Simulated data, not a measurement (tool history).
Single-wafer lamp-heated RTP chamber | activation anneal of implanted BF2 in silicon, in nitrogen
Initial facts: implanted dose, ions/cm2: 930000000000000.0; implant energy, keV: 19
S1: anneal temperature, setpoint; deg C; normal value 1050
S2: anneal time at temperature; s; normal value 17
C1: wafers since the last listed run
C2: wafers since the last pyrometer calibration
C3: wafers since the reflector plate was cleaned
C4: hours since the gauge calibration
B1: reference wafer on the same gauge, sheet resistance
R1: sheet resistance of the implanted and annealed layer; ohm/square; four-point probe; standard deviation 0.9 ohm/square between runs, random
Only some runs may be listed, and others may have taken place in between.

run	hour	S1	S2	C1	C2	C3	C4	B1	R1
1	0	1050	17	0	4803	4747	756.7	152.69	157.62
# hour 5.9: pyrometer window cleaned and pyrometer calibrated
2	22.5	1050	17	243	243	4990	779.2	153.27	158.37
3	55.5	1050	17	483	727	5474	812.2	152.95	158.4
4	70	1050	17	212	939	5686	826.7	152.67	157.68
5	93.8	1050	14	348	1288	6035	850.5	152.97	161.69
6	123.8	1068	24	439	1727	6474	880.5	152.91	142.62
7	157.7	1050	17	496	2224	6971	914.4	153.06	157.6
8	177.5	1050	17	290	2514	7261	934.2	153.01	159.11
9	196.5	1050	17	278	2792	7539	953.2	152.94	160.01
10	232	1050	12	520	3312	8059	988.7	152.92	163.78
11	248.7	1050	12	244	3557	8304	1005.4	153.38	162.98
12	277.9	1050	12	427	3984	8731	1034.6	152.91	163.65
# hour 297.8: pyrometer window cleaned and pyrometer calibrated
13	304.2	1050	17	268	93	9000	1060.9	153.09	157.67
14	319.6	1050	17	225	318	9225	1076.3	153.22	158.01
15	340.7	1050	17	309	628	9534	1097.4	152.78	158.48
16	363.7	1050	17	336	964	9871	1120.4	152.88	157.08
# hour 365.8: gauge calibrated
17	395.9	1050	22	471	1436	10343	30.1	152.76	153.75
18	430.9	1074	12	512	1949	10855	65.1	153.24	151.81
19	449.4	1039	23	271	2220	11126	83.6	152.62	158.86
# hour 459.3: reflector plate cleaned
20	484.7	1022	11	399	2620	372	118.9	152.99	190.31
21	563.8	1035	7	1158	3778	1530	198	153.49	188.62
22	576.8	1050	17	190	3969	1721	211	153.09	157.94
23	603	1050	20	383	4353	2105	237.2	152.95	156.19
# hour 620.2: pyrometer window cleaned and pyrometer calibrated
24	620.7	1050	23	142	7	2247	254.9	152.95	154.12
25	641.9	1079	21	310	317	2557	276.1	153.01	140.25
26	658.5	1050	17	243	561	2800	292.7	152.83	158.47
27	685.7	1050	17	398	959	3199	319.9	152.92	158.17
28	719.6	1050	21	496	1456	3696	353.8	153.39	156.7
29	755.2	1026	13	521	1977	4217	389.4	152.81	182.08
30	774.5	1070	23	282	2260	4500	408.7	153.19	142.1
31	786.9	1033	17	181	2441	4681	421.1	153.24	168.61
32	831	1060	12	646	3087	5327	465.2	153.05	158.81
33	856.9	1050	17	379	3467	5707	491.1	153.19	155.87
34	870.3	1050	17	196	3663	5903	504.5	153.52	159.14

Consider 5 possible next runs. They are alternatives, not a sequence: every one starts from the tool as it was left by run 34. What does each give?
A	870.7	1050	17	5	3669	5909	504.9	?	?
B	870.7	1069	14	5	3669	5909	504.9	?	?
C	870.7	1030	10	5	3669	5909	504.9	?	?
D	870.7	1038	22	5	3669	5909	504.9	?	?
E	870.7	1062	26	5	3669	5909	504.9	?	?

run	B1	R1
A	153	158.7
B	153	151.06
C	153	185.22
D	153	162.09
E	153	145.45
Without the tool's hidden state the same runs would have given:
run	R1
A	158.7
B	151.06
C	185.22
D	162.09
E	145.45

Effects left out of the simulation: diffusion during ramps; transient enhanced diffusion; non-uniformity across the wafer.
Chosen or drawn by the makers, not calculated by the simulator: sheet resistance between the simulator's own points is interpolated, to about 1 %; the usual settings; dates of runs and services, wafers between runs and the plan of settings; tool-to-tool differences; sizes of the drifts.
